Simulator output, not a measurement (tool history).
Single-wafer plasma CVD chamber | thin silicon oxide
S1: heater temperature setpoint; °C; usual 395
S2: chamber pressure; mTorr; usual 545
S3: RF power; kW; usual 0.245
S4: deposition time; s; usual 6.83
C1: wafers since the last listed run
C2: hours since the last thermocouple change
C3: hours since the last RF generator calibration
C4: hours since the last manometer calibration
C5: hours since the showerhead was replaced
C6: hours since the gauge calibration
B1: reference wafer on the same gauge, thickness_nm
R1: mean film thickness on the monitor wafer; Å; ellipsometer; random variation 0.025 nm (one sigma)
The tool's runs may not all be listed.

run,hour,S1,S2,S3,S4,C1,C2,C3,C4,C5,C6,B1,R1
1,0,395,545,0.245,6.83,0,1535.3,474.2,2659.3,8313.3,873,7.47,70.54
2,30.4,395,545,0.245,6.83,426,1565.7,504.6,2689.7,8343.7,903.4,7.481,69.86
3,51.3,395,545,0.245,6.83,293,1586.6,525.5,2710.6,8364.6,924.3,7.479,70.21
4,79.1,395,545,0.245,6.83,390,1614.4,553.3,2738.4,8392.4,952.1,7.478,70.42
# hour 93.3: thermocouple changed; heater temperature recalibrated
5,96.6,395,545,0.245,6.83,133,3.3,570.8,2755.9,8409.9,969.6,7.475,70.43
6,122.7,395,441,0.245,6.83,366,29.4,596.9,2782,8436,995.7,7.48,56.78
7,157.8,386,545,0.245,6.83,492,64.5,632,2817.1,8471.1,1030.8,7.484,70.8
8,188.3,386,545,0.245,6.83,428,95,662.5,2847.6,8501.6,1061.3,7.496,70.77
# hour 263: gauge calibrated
# hour 265.3: capacitance manometer re-zeroed and calibrated
9,293.1,395,545,0.245,6.83,1358,199.8,767.3,27.8,8606.4,30.1,7.288,68.21
10,309.7,395,545,0.245,6.83,232,216.4,783.9,44.4,8623,46.7,7.299,68.58
11,339.4,395,545,0.285,7.61,416,246.1,813.6,74.1,8652.7,76.4,7.328,79.48
12,354.8,395,545,0.245,6.83,216,261.5,829,89.5,8668.1,91.8,7.337,68.94
13,384.9,395,437,0.22,6.83,422,291.6,859.1,119.6,8698.2,121.9,7.365,54.16
14,414.3,395,448,0.29,8,412,321,888.5,149,8727.6,151.3,7.379,69.35
15,448.7,395,545,0.245,6.83,482,355.4,922.9,183.4,8762,185.7,7.4,69.54
# hour 469.3: showerhead replaced
16,469.8,384,545,0.215,6,183,376.5,944,204.5,0.5,206.8,7.405,59.86
# hour 490.7: RF generator calibrated
17,491.2,383,630,0.27,5.74,188,397.9,0.5,225.9,21.9,228.2,7.419,69.69
18,511,384,460,0.275,6.38,277,417.7,20.3,245.7,41.7,248,7.43,57.22
19,540.9,395,545,0.245,6.83,419,447.6,50.2,275.6,71.6,277.9,7.448,69.74
20,572.5,395,545,0.245,6.83,443,479.2,81.8,307.2,103.2,309.5,7.452,70.04
21,594.8,408,545,0.245,6.83,312,501.5,104.1,329.5,125.5,331.8,7.463,69.31
22,614.5,395,545,0.245,6.83,276,521.2,123.8,349.2,145.2,351.5,7.467,70.51
23,645.4,395,545,0.245,7.54,433,552.1,154.7,380.1,176.1,382.4,7.479,77.57
24,660.3,407,545,0.2,7.85,209,567,169.6,395,191,397.3,7.487,76.76
25,690.1,395,468,0.245,6.83,418,596.8,199.4,424.8,220.8,427.1,7.491,60.4
26,717,395,545,0.245,7.85,377,623.7,226.3,451.7,247.7,454,7.507,81.49
27,731.9,395,545,0.245,6.83,209,638.6,241.2,466.6,262.6,468.9,7.504,70.34
28,753,395,545,0.245,6.83,296,659.7,262.3,487.7,283.7,490,7.511,70.91
29,782.2,384,430,0.265,6.21,409,688.9,291.5,516.9,312.9,519.2,7.519,51.79
30,803.3,395,504,0.22,7.87,296,710,312.6,538,334,540.3,7.519,73.76

What the log doesn't show, run by run:
wafer temperature above the value expected at the setpoint (K): 0 in every run
delivered RF power above the setpoint (%): 0 in every run
true pressure above the setpoint (%): 0 in every run
H1: gauge reads high (%)
run,H1
1,3.95
2,3.98
3,4
4,4.03
5,4.05
6,4.07
7,4.1
8,4.12
9,1.42
10,1.61
11,1.92
12,2.07
13,2.35
14,2.61
15,2.88
16,3.03
17,3.18
18,3.31
19,3.49
20,3.67
21,3.79
22,3.89
23,4.03
24,4.1
25,4.22
26,4.32
27,4.38
28,4.45
29,4.54
30,4.61
